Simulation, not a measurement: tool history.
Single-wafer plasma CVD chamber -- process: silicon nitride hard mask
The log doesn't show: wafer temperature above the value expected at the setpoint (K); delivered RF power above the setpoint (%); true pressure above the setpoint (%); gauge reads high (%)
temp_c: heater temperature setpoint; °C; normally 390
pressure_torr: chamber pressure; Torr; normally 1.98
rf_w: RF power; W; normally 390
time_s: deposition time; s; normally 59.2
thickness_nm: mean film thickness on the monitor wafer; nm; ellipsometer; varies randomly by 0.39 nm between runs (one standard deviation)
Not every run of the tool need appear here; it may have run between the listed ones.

run,hour,temp_c,pressure_torr,rf_w,time_s,wafers since the last listed run,hours since the last thermocouple change,hours since the last RF generator calibration,hours since the last manometer calibration,hours since the showerhead was replaced,hours since the gauge calibration,"read-back reference wafer on the same gauge, thickness_nm",thickness_nm
1,0,394,1.98,390,59.2,0,552,774.1,1977.5,3018.3,233.1,94.36,81.637
2,72,394,1.98,390,59.2,868,624,846.1,2049.5,3090.3,305.1,94.243,81.323
3,124.7,394,1.98,390,59.2,635,676.7,898.8,2102.2,3143,357.8,94.337,81.316
4,181.2,390,1.98,390,68.1,681,733.2,955.3,2158.7,3199.5,414.3,94.294,93.558
5,233.2,390,1.98,420,59.2,627,785.2,1007.3,2210.7,3251.5,466.3,94.275,83.793
6,338.6,393,1.98,390,59.2,1271,890.6,1112.7,2316.1,3356.9,571.7,94.245,81.387
7,417,390,1.98,390,59.2,945,969,1191.1,2394.5,3435.3,650.1,94.292,81.708
# hour 445.4: showerhead replaced
8,507.3,390,2.18,390,59.2,992,1059.3,1281.4,2484.8,61.9,740.4,94.333,84.25
# hour 575.3: thermocouple changed; heater temperature recalibrated
9,582.6,390,2.19,390,59.2,811,7.3,1356.7,2560.1,137.2,815.7,94.264,84.132
# hour 600.1: capacitance manometer re-zeroed and calibrated
10,631.2,390,2.19,390,59.2,489,55.9,1405.3,31.1,185.8,864.3,94.36,84.402
# hour 657.3: RF generator calibrated
11,680.6,390,1.98,355,59.2,499,105.3,23.3,80.5,235.2,913.7,94.306,76.897
12,773.8,390,1.98,390,59.2,1124,198.5,116.5,173.7,328.4,1006.9,94.231,79.47
13,842.4,390,1.98,390,59.2,827,267.1,185.1,242.3,397,1075.5,94.269,79.691
# hour 888.3: gauge calibrated
# hour 918.9: RF generator calibrated, repeated, since the last time left the tool worse
14,919.4,390,1.98,390,66.1,832,344.1,0.5,319.3,474,31.1,94.412,92.296
15,1024.3,381,1.98,390,59.2,1265,449,105.4,424.2,578.9,136,94.39,83.256
16,1071.1,390,2.26,390,59.2,564,495.8,152.2,471,625.7,182.8,94.264,87.718
17,1129.5,390,1.98,390,59.2,704,554.2,210.6,529.4,684.1,241.2,94.172,82.324
18,1185.4,390,2.31,390,59.2,674,610.1,266.5,585.3,740,297.1,94.321,88.272
19,1227.4,390,2.26,390,59.2,506,652.1,308.5,627.3,782,339.1,94.286,86.711
20,1267,378,1.98,340,48.6,477,691.7,348.1,666.9,821.6,378.7,94.395,64.158

Alternative continuations, all from the tool just after run 20; predict every row:
A,1267.4,390,1.98,390,70,4,692.1,348.5,667.3,822,379.1,?,?
B,1267.4,378,1.83,390,67.9,4,692.1,348.5,667.3,822,379.1,?,?
C,1267.4,381,2.11,335,56.2,4,692.1,348.5,667.3,822,379.1,?,?

run,"read-back reference wafer on the same gauge, thickness_nm",thickness_nm
A,94.266,97.391
B,94.266,91.595
C,94.266,75.636
Stripped of hidden state, with their random variation kept, the same runs would have yielded:
run,thickness_nm
A,98.231
B,92.385
C,76.288
